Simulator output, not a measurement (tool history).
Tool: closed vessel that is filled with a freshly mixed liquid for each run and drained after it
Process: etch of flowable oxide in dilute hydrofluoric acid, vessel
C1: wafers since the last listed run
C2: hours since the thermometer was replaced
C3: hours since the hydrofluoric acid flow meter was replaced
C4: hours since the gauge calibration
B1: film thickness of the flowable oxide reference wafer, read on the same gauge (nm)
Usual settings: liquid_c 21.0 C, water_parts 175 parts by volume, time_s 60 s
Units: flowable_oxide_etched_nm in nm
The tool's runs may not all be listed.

Run 1, hour 0.0: usual settings; C1 0; C2 1180.0; C3 831.2; C4 364.4; B1 59.04. Result: flowable_oxide_etched_nm 7.77 nm.
Run 2, hour 102.6: usual settings; C1 9701; C2 1282.6; C3 933.8; C4 467.0; B1 58.81. Result: flowable_oxide_etched_nm 7.83 nm.
Run 3, hour 182.8: usual settings; C1 7583; C2 1362.8; C3 1014.0; C4 547.2; B1 58.62. Result: flowable_oxide_etched_nm 7.80 nm.
At hour 241.1: gauge calibrated.
Run 4, hour 271.1: usual settings; C1 8349; C2 1451.1; C3 1102.3; C4 30.0; B1 59.90. Result: flowable_oxide_etched_nm 8.05 nm.
Run 5, hour 358.7: usual settings; C1 8283; C2 1538.7; C3 1189.9; C4 117.6; B1 59.71. Result: flowable_oxide_etched_nm 8.01 nm.
Run 6, hour 425.3: usual settings but water_parts 135 parts by volume, time_s 45 s; C1 6297; C2 1605.3; C3 1256.5; C4 184.2; B1 59.54. Result: flowable_oxide_etched_nm 8.06 nm.
Run 7, hour 509.7: usual settings but water_parts 135 parts by volume, time_s 45 s; C1 7980; C2 1689.7; C3 1340.9; C4 268.6; B1 59.34. Result: flowable_oxide_etched_nm 8.00 nm.
Run 8, hour 564.9: usual settings but liquid_c 23.0 C; C1 5219; C2 1744.9; C3 1396.1; C4 323.8; B1 59.21. Result: flowable_oxide_etched_nm 8.52 nm.
Run 9, hour 660.7: usual settings but liquid_c 17.0 C, water_parts 100 parts by volume, time_s 35 s; C1 9058; C2 1840.7; C3 1491.9; C4 419.6; B1 59.00. Result: flowable_oxide_etched_nm 7.40 nm.
At hour 695.5: hydrofluoric acid flow meter replaced.
At hour 736.4: thermometer replaced.
Run 10, hour 907.5: usual settings but water_parts 225 parts by volume; C1 23148; C2 171.1; C3 212.0; C4 666.4; B1 58.39. Result: flowable_oxide_etched_nm 5.73 nm.
Run 11, hour 973.8: usual settings but liquid_c 18.5 C, water_parts 120 parts by volume, time_s 30 s; C1 6269; C2 237.4; C3 278.3; C4 732.7; B1 58.23. Result: flowable_oxide_etched_nm 5.39 nm.
At hour 980.9: gauge calibrated.
Run 12, hour 1053.5: usual settings; C1 7536; C2 317.1; C3 358.0; C4 72.6; B1 60.01. Result: flowable_oxide_etched_nm 8.01 nm.

Run 13 comes next. What will it give?
Run 13, hour 1093.2: usual settings; C1 3754; C2 356.8; C3 397.7; C4 112.3; B1 ?. Result: flowable_oxide_etched_nm ?.

B1: 59.92
flowable_oxide_etched_nm: 7.99 nm
Without the tool's hidden state the same run would have given flowable_oxide_etched_nm 8.00 nm.
